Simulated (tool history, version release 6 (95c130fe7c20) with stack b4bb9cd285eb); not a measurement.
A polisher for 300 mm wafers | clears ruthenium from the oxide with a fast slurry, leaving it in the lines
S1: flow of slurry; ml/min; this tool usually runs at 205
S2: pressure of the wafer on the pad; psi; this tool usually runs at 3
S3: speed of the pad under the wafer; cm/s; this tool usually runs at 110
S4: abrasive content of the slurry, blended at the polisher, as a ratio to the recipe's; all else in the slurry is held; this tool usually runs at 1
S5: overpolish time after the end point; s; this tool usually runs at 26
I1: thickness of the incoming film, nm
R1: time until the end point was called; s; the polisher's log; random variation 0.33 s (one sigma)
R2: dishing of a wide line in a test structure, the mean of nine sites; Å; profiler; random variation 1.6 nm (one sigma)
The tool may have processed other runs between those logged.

run,day,S1,S2,S3,S4,S5,I1,R1,R2
1,0,205,3,110,1,26,129.5,26.7,735
2,0.642,165,3,110,1,26,131.5,28.2,714
3,1.238,205,3,110,1,26,130.3,27.1,715
# day 2.429: worn pad replaced by a new one
4,2.45,205,3,110,1,26,132.9,28.3,710
5,3.271,205,3,110,1,26,132,27.5,694
6,3.842,205,3,110,1,26,128.8,27.6,717
7,4.479,205,3,110,1,26,127,26.4,740
8,5.404,205,3,110,1,26,130.7,26.8,699
9,6.462,205,3,110,1,26,129.7,27.3,690
10,7.588,205,3,110,1,26,129.2,27.4,740
# day 7.754: worn pad replaced by a new one
11,8.288,205,3,110,1,26,129.4,27,697
# day 8.933: head pressure recalibrated
12,9.083,225,3,110,0.8,26,129.6,34.3,623
# day 9.829: slurry nozzle cleaned
# day 12.388: slurry blender recalibrated
13,13.35,225,3,110,0.8,26,131.3,33.1,650
# day 14.162: worn pad replaced by a new one
14,14.717,205,2.2,110,0.9,26,130.1,38.9,588
15,16.075,205,3,110,1,26,129.5,27.8,703
16,17.362,150,3.8,110,1.1,26,129.9,22.1,768
17,18,205,3,110,1,19,129.8,27.9,583
18,18.538,205,2.2,110,1,13,129.5,35.4,398
# day 19.675: worn pad replaced by a new one, of another model than before
19,19.867,205,2,110,1,26,130.6,36.4,617
20,20.65,205,3,110,0.7,26,128.9,35,621
21,22.142,205,3,110,1,26,129.6,28,663
22,23.067,230,3.8,110,1.2,26,128.5,21.1,757
# day 23.525: slurry blender recalibrated
23,24.188,205,3,142,1,17,131.8,25.5,594
24,24.996,240,2.7,110,1,34,130.2,29.5,782
# day 25.229: worn pad replaced by a new one
25,26.038,205,3,110,1,26,130.1,27.4,707
26,26.588,205,3.9,110,1,19,127.3,22.6,662
27,27.95,205,3,110,1,26,131.2,28.5,726

5 ways to go on from here, each from the tool as it stands after run 27. What would each give?
A,27.967,205,3,110,1,15,130.4,?,?
B,27.967,205,3,110,0.8,26,130.4,?,?
C,27.967,205,2.1,110,1.1,34,130.4,?,?
D,27.967,175,3,110,1,26,130.4,?,?
E,27.967,165,3.8,84,1,26,130.4,?,?

run,R1,R2
A,27.5,527
B,31.6,676
C,32.4,761
D,27.7,722
E,26,744
What these runs would have given with no unlogged condition in the tool:
run,R1,R2
A,29.6,501
B,34,648
C,34.9,735
D,29.9,695
E,28.1,717
